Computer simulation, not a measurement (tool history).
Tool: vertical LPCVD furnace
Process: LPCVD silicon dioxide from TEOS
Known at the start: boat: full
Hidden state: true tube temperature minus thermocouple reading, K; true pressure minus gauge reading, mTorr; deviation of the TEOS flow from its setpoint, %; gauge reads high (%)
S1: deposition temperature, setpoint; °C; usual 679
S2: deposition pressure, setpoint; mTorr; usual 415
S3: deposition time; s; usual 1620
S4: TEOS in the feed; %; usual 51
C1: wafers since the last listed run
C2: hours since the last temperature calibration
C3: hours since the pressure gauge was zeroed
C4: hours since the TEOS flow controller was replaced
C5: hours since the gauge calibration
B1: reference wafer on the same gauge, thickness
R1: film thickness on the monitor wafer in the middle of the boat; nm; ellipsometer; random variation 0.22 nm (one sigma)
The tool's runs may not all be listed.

{"run": 1, "hour": 0.0, "S1": 679, "S2": 415, "S3": 1620, "S4": 48, "C1": 0, "C2": 2586.8, "C3": 3406.4, "C4": 3403.5, "C5": 267.2, "B1": 143.07, "R1": 125.4}
{"run": 2, "hour": 55.5, "S1": 679, "S2": 415, "S3": 1620, "S4": 48, "C1": 685, "C2": 2642.3, "C3": 3461.9, "C4": 3459.0, "C5": 322.7, "B1": 142.91, "R1": 125.5}
{"run": 3, "hour": 111.7, "S1": 682, "S2": 375, "S3": 1620, "S4": 51, "C1": 694, "C2": 2698.5, "C3": 3518.1, "C4": 3515.2, "C5": 378.9, "B1": 143.0, "R1": 133.05}
{"run": 4, "hour": 173.6, "S1": 682, "S2": 375, "S3": 1620, "S4": 51, "C1": 764, "C2": 2760.4, "C3": 3580.0, "C4": 3577.1, "C5": 440.8, "B1": 143.01, "R1": 132.94}
{"run": 5, "hour": 245.5, "S1": 679, "S2": 415, "S3": 1620, "S4": 51, "C1": 888, "C2": 2832.3, "C3": 3651.9, "C4": 3649.0, "C5": 512.7, "B1": 143.01, "R1": 130.18}
{"run": 6, "hour": 270.6, "S1": 679, "S2": 415, "S3": 1620, "S4": 51, "C1": 310, "C2": 2857.4, "C3": 3677.0, "C4": 3674.1, "C5": 537.8, "B1": 143.03, "R1": 130.47}
{"run": 7, "hour": 296.4, "S1": 679, "S2": 415, "S3": 1620, "S4": 51, "C1": 318, "C2": 2883.2, "C3": 3702.8, "C4": 3699.9, "C5": 563.6, "B1": 142.96, "R1": 129.72}
{"run": 8, "hour": 334.1, "S1": 679, "S2": 415, "S3": 1620, "S4": 51, "C1": 465, "C2": 2920.9, "C3": 3740.5, "C4": 3737.6, "C5": 601.3, "B1": 142.99, "R1": 130.27}
{"run": 9, "hour": 386.1, "S1": 679, "S2": 415, "S3": 1620, "S4": 51, "C1": 642, "C2": 2972.9, "C3": 3792.5, "C4": 3789.6, "C5": 653.3, "B1": 143.01, "R1": 129.99}
{"hour": 475.2, "done": "pressure gauge zeroed"}
{"run": 10, "hour": 475.7, "S1": 679, "S2": 415, "S3": 1620, "S4": 51, "C1": 810, "C2": 3062.5, "C3": 0.5, "C4": 3879.2, "C5": 742.9, "B1": 143.07, "R1": 126.92}
{"hour": 510.4, "done": "gauge calibrated"}
{"run": 11, "hour": 513.5, "S1": 679, "S2": 415, "S3": 1620, "S4": 51, "C1": 466, "C2": 3100.3, "C3": 38.3, "C4": 3917.0, "C5": 3.1, "B1": 142.87, "R1": 127.58}
{"run": 12, "hour": 545.2, "S1": 679, "S2": 415, "S3": 1620, "S4": 51, "C1": 391, "C2": 3132.0, "C3": 70.0, "C4": 3948.7, "C5": 34.8, "B1": 143.08, "R1": 127.69}
{"hour": 596.1, "done": "TEOS flow controller replaced"}
{"run": 13, "hour": 596.6, "S1": 679, "S2": 415, "S3": 1170, "S4": 51, "C1": 338, "C2": 3183.4, "C3": 121.4, "C4": 0.5, "C5": 86.2, "B1": 142.92, "R1": 92.54}
{"run": 14, "hour": 634.2, "S1": 679, "S2": 415, "S3": 1170, "S4": 51, "C1": 464, "C2": 3221.0, "C3": 159.0, "C4": 38.1, "C5": 123.8, "B1": 143.01, "R1": 92.09}
{"run": 15, "hour": 691.2, "S1": 679, "S2": 415, "S3": 1620, "S4": 51, "C1": 704, "C2": 3278.0, "C3": 216.0, "C4": 95.1, "C5": 180.8, "B1": 142.97, "R1": 128.23}
{"hour": 724.7, "done": "thermocouples replaced and temperature profile calibrated"}
{"run": 16, "hour": 747.8, "S1": 684, "S2": 415, "S3": 1620, "S4": 51, "C1": 402, "C2": 23.1, "C3": 272.6, "C4": 151.7, "C5": 237.4, "B1": 143.03, "R1": 138.53}
{"run": 17, "hour": 783.3, "S1": 671, "S2": 415, "S3": 1950, "S4": 60, "C1": 438, "C2": 58.6, "C3": 308.1, "C4": 187.2, "C5": 272.9, "B1": 143.03, "R1": 131.65}
{"run": 18, "hour": 810.5, "S1": 679, "S2": 415, "S3": 1620, "S4": 51, "C1": 336, "C2": 85.8, "C3": 335.3, "C4": 214.4, "C5": 300.1, "B1": 142.95, "R1": 123.26}
{"run": 19, "hour": 879.1, "S1": 673, "S2": 415, "S3": 1620, "S4": 56, "C1": 847, "C2": 154.4, "C3": 403.9, "C4": 283.0, "C5": 368.7, "B1": 142.99, "R1": 111.68}
{"run": 20, "hour": 908.7, "S1": 670, "S2": 325, "S3": 1620, "S4": 51, "C1": 365, "C2": 184.0, "C3": 433.5, "C4": 312.6, "C5": 398.3, "B1": 143.15, "R1": 87.91}
{"run": 21, "hour": 988.6, "S1": 672, "S2": 415, "S3": 2190, "S4": 51, "C1": 987, "C2": 263.9, "C3": 513.4, "C4": 392.5, "C5": 478.2, "B1": 142.98, "R1": 141.08}
{"run": 22, "hour": 1014.2, "S1": 688, "S2": 415, "S3": 1620, "S4": 51, "C1": 316, "C2": 289.5, "C3": 539.0, "C4": 418.1, "C5": 503.8, "B1": 142.97, "R1": 154.07}
{"run": 23, "hour": 1052.4, "S1": 682, "S2": 370, "S3": 1350, "S4": 51, "C1": 471, "C2": 327.7, "C3": 577.2, "C4": 456.3, "C5": 542.0, "B1": 143.02, "R1": 104.79}
{"run": 24, "hour": 1117.7, "S1": 679, "S2": 330, "S3": 1440, "S4": 51, "C1": 806, "C2": 393.0, "C3": 642.5, "C4": 521.6, "C5": 607.3, "B1": 142.95, "R1": 98.66}
{"hour": 1125.2, "done": "gauge calibrated"}
{"run": 25, "hour": 1155.5, "S1": 679, "S2": 515, "S3": 1620, "S4": 51, "C1": 466, "C2": 430.8, "C3": 680.3, "C4": 559.4, "C5": 30.3, "B1": 142.96, "R1": 138.54}
{"run": 26, "hour": 1225.4, "S1": 679, "S2": 350, "S3": 1050, "S4": 51, "C1": 863, "C2": 500.7, "C3": 750.2, "C4": 629.3, "C5": 100.2, "B1": 142.86, "R1": 74.53}
{"run": 27, "hour": 1285.5, "S1": 684, "S2": 455, "S3": 960, "S4": 51, "C1": 742, "C2": 560.8, "C3": 810.3, "C4": 689.4, "C5": 160.3, "B1": 143.04, "R1": 87.38}
{"run": 28, "hour": 1311.0, "S1": 679, "S2": 415, "S3": 1620, "S4": 51, "C1": 315, "C2": 586.3, "C3": 835.8, "C4": 714.9, "C5": 185.8, "B1": 143.01, "R1": 124.45}

Forecast each of these 3 alternatives for the next run:
{"run": "A", "hour": 1315.4, "S1": 689, "S2": 415, "S3": 1620, "S4": 51, "C1": 54, "C2": 590.7, "C3": 840.2, "C4": 719.3, "C5": 190.2, "B1": "?", "R1": "?"}
{"run": "B", "hour": 1315.4, "S1": 675, "S2": 465, "S3": 1620, "S4": 51, "C1": 54, "C2": 590.7, "C3": 840.2, "C4": 719.3, "C5": 190.2, "B1": "?", "R1": "?"}
{"run": "C", "hour": 1315.4, "S1": 679, "S2": 415, "S3": 1620, "S4": 56, "C1": 54, "C2": 590.7, "C3": 840.2, "C4": 719.3, "C5": 190.2, "B1": "?", "R1": "?"}

run=A B1=142.97 R1=158.89
run=B B1=142.97 R1=119.85
run=C B1=142.97 R1=130.95
Without the tool's hidden state the same runs would have given:
run=A R1=154.41
run=B R1=116.55
run=C R1=127.21
